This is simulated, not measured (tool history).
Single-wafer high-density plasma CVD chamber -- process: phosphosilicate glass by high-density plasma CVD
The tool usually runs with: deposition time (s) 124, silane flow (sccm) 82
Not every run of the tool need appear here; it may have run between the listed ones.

| run | hour | deposition time (s) | silane flow (sccm) | read-back reference wafer on the same gauge, thickness_nm | mean film thickness on the monitor wafer (nm) |
|---|---|---|---|---|---|
| 1 | 0.0 | 124 | 82 | 1301.114 | 1207.843 |
| 2 | 52.4 | 124 | 82 | 1300.462 | 1202.429 |
| 3 | 124.8 | 124 | 82 | 1299.173 | 1204.625 |
| 4 | 181.1 | 124 | 82 | 1297.180 | 1202.766 |
| 5 | 262.6 | 124 | 90 | 1295.684 | 1316.890 |
| 6 | 361.2 | 140 | 77 | 1294.441 | 1268.499 |
| 7 | 441.2 | 124 | 82 | 1292.770 | 1192.233 |
| 8 | 534.8 | 136 | 82 | 1290.812 | 1308.581 |
| 9 | 642.5 | 136 | 82 | 1287.460 | 1298.603 |
| 10 | 695.1 | 136 | 82 | 1285.248 | 1313.327 |
| 11 | 736.5 | 124 | 82 | 1285.264 | 1184.109 |
| 12 | 835.5 | 106 | 78 | 1281.776 | 968.765 |
|  | 848.4 | silane flow controller replaced |
| 13 | 922.0 | 124 | 71 | 1278.598 | 1021.033 |
| 14 | 998.3 | 113 | 82 | 1275.341 | 1069.727 |
| 15 | 1038.9 | 113 | 82 | 1273.482 | 1077.800 |
| 16 | 1135.1 | 124 | 82 | 1268.543 | 1170.022 |
| 17 | 1188.6 | 133 | 82 | 1266.852 | 1253.652 |
| 18 | 1277.6 | 133 | 82 | 1263.691 | 1263.418 |
| 19 | 1360.9 | 124 | 82 | 1259.419 | 1165.033 |
| 20 | 1463.0 | 103 | 98 | 1255.595 | 1148.544 |
| 21 | 1522.1 | 100 | 74 | 1250.806 | 838.540 |
|  | 1576.9 | gauge calibrated |
| 22 | 1627.8 | 124 | 82 | 1311.677 | 1211.094 |
| 23 | 1682.3 | 104 | 67 | 1310.997 | 835.852 |
| 24 | 1732.7 | 139 | 76 | 1312.045 | 1251.179 |
| 25 | 1808.1 | 124 | 98 | 1310.557 | 1443.633 |
| 26 | 1906.7 | 101 | 96 | 1309.719 | 1154.076 |
| 27 | 2004.9 | 124 | 82 | 1309.233 | 1217.192 |
| 28 | 2105.4 | 139 | 76 | 1308.135 | 1247.463 |
| 29 | 2178.6 | 116 | 93 | 1307.188 | 1286.453 |
| 30 | 2219.3 | 100 | 97 | 1305.713 | 1146.352 |
|  | 2231.1 | silane flow controller replaced |
| 31 | 2272.6 | 124 | 94 | 1304.590 | 1389.816 |
| 32 | 2406.6 | 124 | 82 | 1302.175 | 1210.564 |
| 33 | 2466.9 | 102 | 96 | 1301.550 | 1154.792 |
| 34 | 2545.2 | 114 | 70 | 1299.879 | 940.773 |
| 35 | 2644.0 | 124 | 87 | 1296.106 | 1271.677 |
| 36 | 2708.4 | 124 | 82 | 1294.251 | 1188.270 |
| 37 | 2746.5 | 124 | 82 | 1292.990 | 1197.959 |
| 38 | 2796.9 | 124 | 82 | 1291.732 | 1186.208 |

Below are 4 alternative next runs, each starting from the tool's condition after run 38. Predict each:
| A | 2797.3 | 124 | 82 | ? | ? |
| B | 2797.3 | 102 | 72 | ? | ? |
| C | 2797.3 | 124 | 95 | ? | ? |
| D | 2797.3 | 110 | 82 | ? | ? |

| run | read-back reference wafer on the same gauge, thickness_nm | mean film thickness on the monitor wafer (nm) |
|---|---|---|
| A | 1291.245 | 1198.694 |
| B | 1291.245 | 865.776 |
| C | 1291.245 | 1388.731 |
| D | 1291.245 | 1063.357 |
Without the tool's unlogged condition, the same runs would have read:
| run | mean film thickness on the monitor wafer (nm) |
|---|---|
| A | 1215.614 |
| B | 877.997 |
| C | 1408.334 |
| D | 1078.368 |
